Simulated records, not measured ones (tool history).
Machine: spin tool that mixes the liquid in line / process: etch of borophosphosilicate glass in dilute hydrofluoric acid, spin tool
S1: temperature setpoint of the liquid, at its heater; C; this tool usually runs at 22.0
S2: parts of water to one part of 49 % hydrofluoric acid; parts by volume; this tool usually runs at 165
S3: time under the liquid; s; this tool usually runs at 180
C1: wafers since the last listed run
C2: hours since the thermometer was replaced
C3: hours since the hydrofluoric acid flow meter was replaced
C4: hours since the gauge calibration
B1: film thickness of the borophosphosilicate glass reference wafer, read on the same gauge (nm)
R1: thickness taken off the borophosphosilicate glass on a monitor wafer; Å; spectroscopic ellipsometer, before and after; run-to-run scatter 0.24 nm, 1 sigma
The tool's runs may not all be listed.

Run 1, hour 0.0: usual settings; C1 0; C2 2554.0; C3 1356.4; C4 302.2; B1 40.01. Result: R1 474.4 Å.
Run 2, hour 21.1: usual settings; C1 118; C2 2575.1; C3 1377.5; C4 323.3; B1 40.04. Result: R1 476.8 Å.
At hour 39.9: gauge calibrated.
Run 3, hour 46.3: usual settings; C1 141; C2 2600.3; C3 1402.7; C4 6.4; B1 39.99. Result: R1 478.2 Å.
Run 4, hour 80.3: usual settings; C1 191; C2 2634.3; C3 1436.7; C4 40.4; B1 39.99. Result: R1 480.6 Å.
Run 5, hour 106.4: usual settings but S1 18.5 C; C1 146; C2 2660.4; C3 1462.8; C4 66.5; B1 39.95. Result: R1 413.0 Å.
Run 6, hour 128.0: usual settings but S1 18.5 C; C1 121; C2 2682.0; C3 1484.4; C4 88.1; B1 39.98. Result: R1 418.7 Å.
Run 7, hour 157.2: usual settings but S1 18.5 C; C1 164; C2 2711.2; C3 1513.6; C4 117.3; B1 40.01. Result: R1 415.2 Å.
Run 8, hour 192.6: usual settings; C1 199; C2 2746.6; C3 1549.0; C4 152.7; B1 39.96. Result: R1 480.1 Å.
Run 9, hour 206.9: usual settings but S1 20.5 C; C1 80; C2 2760.9; C3 1563.3; C4 167.0; B1 39.98. Result: R1 455.2 Å.
Run 10, hour 222.4: usual settings; C1 87; C2 2776.4; C3 1578.8; C4 182.5; B1 40.01. Result: R1 483.4 Å.
At hour 225.9: thermometer replaced.
Run 11, hour 255.3: usual settings but S1 18.5 C, S2 235 parts by volume, S3 230 s; C1 179; C2 29.4; C3 1611.7; C4 215.4; B1 40.00. Result: R1 355.5 Å.
Run 12, hour 284.1: usual settings; C1 161; C2 58.2; C3 1640.5; C4 244.2; B1 40.02. Result: R1 484.4 Å.
At hour 312.2: gauge calibrated.
Run 13, hour 314.9: usual settings but S1 18.0 C, S2 105 parts by volume, S3 130 s; C1 173; C2 89.0; C3 1671.3; C4 2.7; B1 39.96. Result: R1 503.7 Å.
At hour 318.8: hydrofluoric acid flow meter replaced.
Run 14, hour 344.2: usual settings but S3 210 s; C1 159; C2 118.3; C3 25.4; C4 32.0; B1 39.99. Result: R1 500.7 Å.
Run 15, hour 362.7: usual settings but S2 140 parts by volume; C1 104; C2 136.8; C3 43.9; C4 50.5; B1 39.97. Result: R1 522.4 Å.
Run 16, hour 377.6: usual settings but S2 95 parts by volume, S3 265 s; C1 83; C2 151.7; C3 58.8; C4 65.4; B1 40.03. Result: R1 1190.2 Å.
Run 17, hour 399.9: usual settings; C1 125; C2 174.0; C3 81.1; C4 87.7; B1 39.95. Result: R1 434.8 Å.

Forecast each of these 4 alternatives for the next run:
Run A, hour 400.4: usual settings but S1 23.5 C; C1 2; C2 174.5; C3 81.6; C4 88.2; B1 ?. Result: R1 ?.
Run B, hour 400.4: usual settings but S1 17.0 C, S2 205 parts by volume, S3 130 s; C1 2; C2 174.5; C3 81.6; C4 88.2; B1 ?. Result: R1 ?.
Run C, hour 400.4: usual settings but S1 17.5 C, S2 140 parts by volume, S3 120 s; C1 2; C2 174.5; C3 81.6; C4 88.2; B1 ?. Result: R1 ?.
Run D, hour 400.4: usual settings but S1 25.5 C, S3 130 s; C1 2; C2 174.5; C3 81.6; C4 88.2; B1 ?. Result: R1 ?.

run     B1     R1
  A  40.01  464.1
  B  40.01  201.3
  C  40.01  295.2
  D  40.01  361.4
Stripped of hidden state, with their random variation kept, the same runs would have yielded:
run     R1
  A  459.6
  B  199.3
  C  292.4
  D  357.9
